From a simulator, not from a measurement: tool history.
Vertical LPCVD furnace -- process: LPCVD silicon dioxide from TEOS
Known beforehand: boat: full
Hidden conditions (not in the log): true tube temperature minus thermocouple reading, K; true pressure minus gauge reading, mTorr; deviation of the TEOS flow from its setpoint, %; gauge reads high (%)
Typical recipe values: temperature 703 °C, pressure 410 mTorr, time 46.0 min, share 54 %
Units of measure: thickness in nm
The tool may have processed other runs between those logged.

| run | hour | temperature | pressure | time | share | wafers since the last listed run | hours since the last temperature calibration | hours since the pressure gauge was zeroed | hours since the TEOS flow controller was replaced | hours since the gauge calibration | read-back reference wafer on the same gauge, thickness | thickness |
|---|---|---|---|---|---|---|---|---|---|---|---|---|
| 1 | 0.0 | 703 | 410 | 37.5 | 54 | 0 | 2636.4 | 2150.0 | 5189.9 | 1502.5 | 424.94 | 301.65 |
| 2 | 58.5 | 703 | 410 | 37.5 | 54 | 699 | 2694.9 | 2208.5 | 5248.4 | 1561.0 | 424.87 | 301.64 |
| 3 | 97.0 | 703 | 410 | 37.5 | 54 | 460 | 2733.4 | 2247.0 | 5286.9 | 1599.5 | 425.03 | 301.53 |
|  | 182.7 | pressure gauge zeroed |
| 4 | 183.2 | 703 | 410 | 46.0 | 54 | 743 | 2819.6 | 0.5 | 5373.1 | 1685.7 | 425.15 | 373.68 |
| 5 | 237.0 | 703 | 410 | 46.0 | 54 | 643 | 2873.4 | 54.3 | 5426.9 | 1739.5 | 425.03 | 372.99 |
| 6 | 291.7 | 703 | 410 | 46.0 | 54 | 654 | 2928.1 | 109.0 | 5481.6 | 1794.2 | 425.16 | 374.77 |
| 7 | 336.2 | 703 | 410 | 46.0 | 54 | 532 | 2972.6 | 153.5 | 5526.1 | 1838.7 | 425.17 | 374.99 |
| 8 | 374.3 | 703 | 410 | 40.0 | 54 | 455 | 3010.7 | 191.6 | 5564.2 | 1876.8 | 424.94 | 326.84 |
| 9 | 437.0 | 703 | 410 | 40.0 | 54 | 749 | 3073.4 | 254.3 | 5626.9 | 1939.5 | 425.07 | 328.01 |
| 10 | 482.6 | 703 | 410 | 40.0 | 54 | 545 | 3119.0 | 299.9 | 5672.5 | 1985.1 | 425.15 | 325.76 |
| 11 | 543.4 | 703 | 350 | 46.0 | 54 | 726 | 3179.8 | 360.7 | 5733.3 | 2045.9 | 424.87 | 350.70 |
|  | 602.1 | pressure gauge zeroed, repeated, since the last time left the tool worse |
| 12 | 602.6 | 703 | 410 | 46.0 | 54 | 420 | 3239.0 | 0.5 | 5792.5 | 2105.1 | 424.89 | 363.99 |
| 13 | 645.9 | 697 | 345 | 29.5 | 64 | 517 | 3282.3 | 43.8 | 5835.8 | 2148.4 | 425.14 | 201.62 |
| 14 | 684.5 | 703 | 410 | 46.0 | 57 | 461 | 3320.9 | 82.4 | 5874.4 | 2187.0 | 424.84 | 373.58 |
| 15 | 726.3 | 709 | 325 | 63.5 | 57 | 499 | 3362.7 | 124.2 | 5916.2 | 2228.8 | 424.97 | 528.43 |
| 16 | 768.1 | 693 | 370 | 63.5 | 54 | 499 | 3404.5 | 166.0 | 5958.0 | 2270.6 | 425.10 | 376.99 |
|  | 787.0 | gauge calibrated |
| 17 | 805.8 | 699 | 410 | 46.0 | 63 | 450 | 3442.2 | 203.7 | 5995.7 | 18.8 | 424.87 | 359.03 |
| 18 | 863.1 | 714 | 365 | 30.0 | 60 | 685 | 3499.5 | 261.0 | 6053.0 | 76.1 | 425.03 | 305.48 |
| 19 | 894.9 | 703 | 410 | 37.0 | 54 | 380 | 3531.3 | 292.8 | 6084.8 | 107.9 | 425.19 | 293.16 |
|  | 934.4 | thermocouples replaced and temperature profile calibrated |
|  | 942.2 | TEOS flow controller replaced |
| 20 | 966.0 | 703 | 495 | 64.0 | 54 | 469 | 31.6 | 363.9 | 23.8 | 179.0 | 424.94 | 557.35 |
| 21 | 994.7 | 703 | 410 | 46.0 | 45 | 343 | 60.3 | 392.6 | 52.5 | 207.7 | 425.12 | 332.63 |
| 22 | 1024.1 | 703 | 410 | 46.0 | 54 | 351 | 89.7 | 422.0 | 81.9 | 237.1 | 425.18 | 365.76 |
| 23 | 1073.1 | 703 | 365 | 46.0 | 54 | 585 | 138.7 | 471.0 | 130.9 | 286.1 | 425.01 | 346.02 |
| 24 | 1097.4 | 699 | 410 | 29.5 | 54 | 290 | 163.0 | 495.3 | 155.2 | 310.4 | 425.11 | 213.09 |
| 25 | 1149.0 | 703 | 410 | 46.0 | 54 | 616 | 214.6 | 546.9 | 206.8 | 362.0 | 425.04 | 366.78 |
| 26 | 1179.0 | 710 | 410 | 46.0 | 54 | 358 | 244.6 | 576.9 | 236.8 | 392.0 | 425.18 | 430.46 |
| 27 | 1233.9 | 703 | 410 | 46.0 | 54 | 656 | 299.5 | 631.8 | 291.7 | 446.9 | 424.89 | 366.45 |
| 28 | 1298.4 | 703 | 410 | 46.0 | 54 | 771 | 364.0 | 696.3 | 356.2 | 511.4 | 424.84 | 367.41 |
| 29 | 1323.3 | 703 | 410 | 46.0 | 54 | 297 | 388.9 | 721.2 | 381.1 | 536.3 | 425.03 | 368.59 |
| 30 | 1382.2 | 703 | 410 | 46.0 | 54 | 704 | 447.8 | 780.1 | 440.0 | 595.2 | 424.99 | 367.27 |
| 31 | 1407.3 | 703 | 410 | 46.0 | 49 | 300 | 472.9 | 805.2 | 465.1 | 620.3 | 425.09 | 348.32 |

Selected run-to-run steps in thickness, each split into two signed amounts: the part the tool would show with no hidden state at all (from settings, incoming material and random variation), and the remainder, which goes to the hidden state together with any gauge scatter not common to the measured and the hidden-state-free results:
Run 3 -> 4: time 37.5 -> 46.0, pressure gauge zeroed. thickness +72.15 nm: hidden state +5.95, all else +66.20.
Run 10 -> 11: pressure 410 -> 350, time 40.0 -> 46.0. thickness +24.94 nm: hidden state +2.71, all else +22.23.
Run 11 -> 12: pressure 350 -> 410, pressure gauge zeroed, repeated, since the last time left the tool worse. thickness +13.29 nm: hidden state -13.25, all else +26.54.
Run 13 -> 14: temperature 697 -> 703, pressure 345 -> 410, time 29.5 -> 46.0, share 64 -> 57. thickness +171.96 nm: hidden state +0.01, all else +171.95.
Run 19 -> 20: pressure 410 -> 495, time 37.0 -> 64.0, thermocouples replaced and temperature profile calibrated, TEOS flow controller replaced. thickness +264.19 nm: hidden state +0.71, all else +263.48.
Run 20 -> 21: pressure 495 -> 410, time 64.0 -> 46.0, share 54 -> 45. thickness -224.72 nm: hidden state -0.25, all else -224.47.

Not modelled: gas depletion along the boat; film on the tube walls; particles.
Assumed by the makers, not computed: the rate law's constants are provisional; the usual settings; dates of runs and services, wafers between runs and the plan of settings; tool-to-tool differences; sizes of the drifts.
